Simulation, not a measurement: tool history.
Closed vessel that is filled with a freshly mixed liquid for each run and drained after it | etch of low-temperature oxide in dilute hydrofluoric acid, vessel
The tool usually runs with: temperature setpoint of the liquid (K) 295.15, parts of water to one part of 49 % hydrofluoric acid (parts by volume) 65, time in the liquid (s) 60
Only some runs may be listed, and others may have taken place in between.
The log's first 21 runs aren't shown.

run,day,temperature setpoint of the liquid (K),parts of water to one part of 49 % hydrofluoric acid (parts by volume),time in the liquid (s),wafers since the last listed run,hours since the thermometer was replaced,hours since the hydrofluoric acid flow meter was replaced,hours since the gauge calibration,"read-back film thickness of the low-temperature oxide reference wafer, read on the same gauge (nm)",thickness taken off the low-temperature oxide on a monitor wafer (angstrom)
# day 20.946: gauge calibrated
22,21.300,290.65,95,45,2022,125.4,1038.1,8.5,70.00,35.5
23,22.600,295.15,85,80,2742,156.6,1069.3,39.7,69.99,86.1
24,23.638,295.15,65,60,2189,181.5,1094.2,64.6,69.99,86.1
# day 24.533: hydrofluoric acid flow meter replaced
25,24.675,298.15,40,90,2101,206.4,3.4,89.5,70.02,245.9
26,25.242,295.15,45,50,1195,220.0,17.0,103.1,69.98,106.0
27,26.554,295.15,65,75,2769,251.5,48.5,134.6,69.98,108.6
28,27.458,297.15,65,95,1907,273.2,70.2,156.3,70.03,148.4
29,28.762,291.65,35,85,2751,304.5,101.5,187.6,70.02,202.4
30,30.217,297.65,55,40,3068,339.4,136.4,222.5,69.99,76.2
31,31.500,295.15,65,60,2707,370.2,167.2,253.3,69.98,85.9

Below are 3 alternative next runs, each starting from the tool's condition after run 31. Predict each:
A,31.529,295.15,45,60,61,370.9,167.9,254.0,?,?
B,31.529,295.15,55,30,61,370.9,167.9,254.0,?,?
C,31.529,295.15,80,60,61,370.9,167.9,254.0,?,?

run,"read-back film thickness of the low-temperature oxide reference wafer, read on the same gauge (nm)",thickness taken off the low-temperature oxide on a monitor wafer (angstrom)
A,70.00,126.3
B,70.00,51.0
C,70.00,68.0
Without the tool's unlogged condition, the same runs would have read:
run,thickness taken off the low-temperature oxide on a monitor wafer (angstrom)
A,128.4
B,51.9
C,69.1
